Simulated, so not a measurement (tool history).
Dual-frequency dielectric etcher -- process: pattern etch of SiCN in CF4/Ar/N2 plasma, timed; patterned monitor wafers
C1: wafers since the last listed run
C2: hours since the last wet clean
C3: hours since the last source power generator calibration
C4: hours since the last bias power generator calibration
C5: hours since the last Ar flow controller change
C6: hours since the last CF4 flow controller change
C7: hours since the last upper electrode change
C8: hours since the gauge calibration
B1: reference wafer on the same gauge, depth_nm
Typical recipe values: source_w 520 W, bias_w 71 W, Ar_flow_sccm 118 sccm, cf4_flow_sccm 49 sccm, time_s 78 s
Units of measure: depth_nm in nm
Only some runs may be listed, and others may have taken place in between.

Run 1, hour 0: usual settings but bias_w 75 W; C1 0; C2 416.9; C3 1774.2; C4 4172.9; C5 3753.9; C6 4359.8; C7 2765; C8 238.8; B1 77.7. Result: depth_nm 71.3 nm.
At hour 9.7: gauge calibrated.
At hour 30.4: wet clean of the chamber.
Run 2, hour 30.9: usual settings but bias_w 75 W; C1 63; C2 0.5; C3 1805.1; C4 4203.8; C5 3784.8; C6 4390.7; C7 2795.9; C8 21.2; B1 77.6. Result: depth_nm 73.1 nm.
Run 3, hour 31.2: usual settings but bias_w 75 W; C1 2; C2 0.8; C3 1805.4; C4 4204.1; C5 3785.1; C6 4391; C7 2796.2; C8 21.5; B1 77.7. Result: depth_nm 73.3 nm.
Run 4, hour 42.2: usual settings; C1 101; C2 11.8; C3 1816.4; C4 4215.1; C5 3796.1; C6 4402; C7 2807.2; C8 32.5; B1 77.6. Result: depth_nm 71.2 nm.
Run 5, hour 51: usual settings; C1 81; C2 20.6; C3 1825.2; C4 4223.9; C5 3804.9; C6 4410.8; C7 2816; C8 41.3; B1 77.6. Result: depth_nm 72.2 nm.
Run 6, hour 67.8: usual settings; C1 154; C2 37.4; C3 1842; C4 4240.7; C5 3821.7; C6 4427.6; C7 2832.8; C8 58.1; B1 77.6. Result: depth_nm 71.4 nm.
Run 7, hour 84.2: usual settings; C1 151; C2 53.8; C3 1858.4; C4 4257.1; C5 3838.1; C6 4444; C7 2849.2; C8 74.5; B1 77.6. Result: depth_nm 71.2 nm.
Run 8, hour 100.7: usual settings but source_w 440 W; C1 152; C2 70.3; C3 1874.9; C4 4273.6; C5 3854.6; C6 4460.5; C7 2865.7; C8 91; B1 77.6. Result: depth_nm 60.1 nm.
Run 9, hour 108.8: usual settings but cf4_flow_sccm 56 sccm; C1 74; C2 78.4; C3 1883; C4 4281.7; C5 3862.7; C6 4468.6; C7 2873.8; C8 99.1; B1 77.7. Result: depth_nm 73.9 nm.
At hour 120.4: bias power generator calibrated.
Run 10, hour 122.7: usual settings; C1 91; C2 92.3; C3 1896.9; C4 2.3; C5 3876.6; C6 4482.5; C7 2887.7; C8 113; B1 77.7. Result: depth_nm 70.9 nm.
Run 11, hour 136.7: usual settings but source_w 620 W, Ar_flow_sccm 137 sccm, cf4_flow_sccm 44 sccm, time_s 97.5 s; C1 129; C2 106.3; C3 1910.9; C4 16.3; C5 3890.6; C6 4496.5; C7 2901.7; C8 127; B1 77.7. Result: depth_nm 100.1 nm.
Run 12, hour 152.3: usual settings but bias_w 83 W, cf4_flow_sccm 39 sccm; C1 143; C2 121.9; C3 1926.5; C4 31.9; C5 3906.2; C6 4512.1; C7 2917.3; C8 142.6; B1 77.7. Result: depth_nm 71.1 nm.
At hour 176.5: Ar flow controller replaced.
At hour 181.2: upper electrode replaced.
Run 13, hour 181.7: usual settings; C1 172; C2 151.3; C3 1955.9; C4 61.3; C5 5.2; C6 4541.5; C7 0.5; C8 172; B1 77.6. Result: depth_nm 70.5 nm.
Run 14, hour 182: usual settings but source_w 580 W, time_s 59 s; C1 2; C2 151.6; C3 1956.2; C4 61.6; C5 5.5; C6 4541.8; C7 0.8; C8 172.3; B1 77.6. Result: depth_nm 59.4 nm.
At hour 186.9: source power generator calibrated.
At hour 197.1: CF4 flow controller replaced.
Run 15, hour 197.6: usual settings but bias_w 54 W, Ar_flow_sccm 103 sccm; C1 51; C2 167.2; C3 10.7; C4 77.2; C5 21.1; C6 0.5; C7 16.4; C8 187.9; B1 77.6. Result: depth_nm 63.6 nm.
Run 16, hour 213.1: usual settings but source_w 600 W, Ar_flow_sccm 106 sccm, cf4_flow_sccm 41 sccm; C1 142; C2 182.7; C3 26.2; C4 92.7; C5 36.6; C6 16; C7 31.9; C8 203.4; B1 77.6. Result: depth_nm 77.9 nm.
Run 17, hour 229.2: usual settings; C1 148; C2 198.8; C3 42.3; C4 108.8; C5 52.7; C6 32.1; C7 48; C8 219.5; B1 77.6. Result: depth_nm 70.2 nm.
Run 18, hour 236.4: usual settings but cf4_flow_sccm 44 sccm; C1 66; C2 206; C3 49.5; C4 116; C5 59.9; C6 39.3; C7 55.2; C8 226.7; B1 77.6. Result: depth_nm 68.1 nm.
Run 19, hour 250.3: usual settings but source_w 440 W, time_s 56.5 s; C1 128; C2 219.9; C3 63.4; C4 129.9; C5 73.8; C6 53.2; C7 69.1; C8 240.6; B1 77.7. Result: depth_nm 43 nm.
At hour 259.9: gauge calibrated.
Run 20, hour 261.9: usual settings but source_w 640 W; C1 106; C2 231.5; C3 75; C4 141.5; C5 85.4; C6 64.8; C7 80.7; C8 2; B1 77.6. Result: depth_nm 85.5 nm.
Run 21, hour 276.1: usual settings but Ar_flow_sccm 131 sccm; C1 130; C2 245.7; C3 89.2; C4 155.7; C5 99.6; C6 79; C7 94.9; C8 16.2; B1 77.5. Result: depth_nm 69.1 nm.

Branching from run 21: 4 alternative next runs. What would each branch give?
Run A, hour 276.5: usual settings but time_s 57 s; C1 3; C2 246.1; C3 89.6; C4 156.1; C5 100; C6 79.4; C7 95.3; C8 16.6; B1 ?. Result: depth_nm ?.
Run B, hour 276.5: usual settings but cf4_flow_sccm 46 sccm; C1 3; C2 246.1; C3 89.6; C4 156.1; C5 100; C6 79.4; C7 95.3; C8 16.6; B1 ?. Result: depth_nm ?.
Run C, hour 276.5: usual settings but source_w 430 W, bias_w 59 W, Ar_flow_sccm 93 sccm, time_s 60 s; C1 3; C2 246.1; C3 89.6; C4 156.1; C5 100; C6 79.4; C7 95.3; C8 16.6; B1 ?. Result: depth_nm ?.
Run D, hour 276.5: usual settings but bias_w 56 W; C1 3; C2 246.1; C3 89.6; C4 156.1; C5 100; C6 79.4; C7 95.3; C8 16.6; B1 ?. Result: depth_nm ?.

run    B1  depth_nm
  A  77.6      50.8
  B  77.6      68.3
  C  77.6      41.5
  D  77.6      62.9
Without the tool's unlogged condition, the same runs would have read:
run  depth_nm
  A      52.4
  B      70.5
  C      42.9
  D      64.9
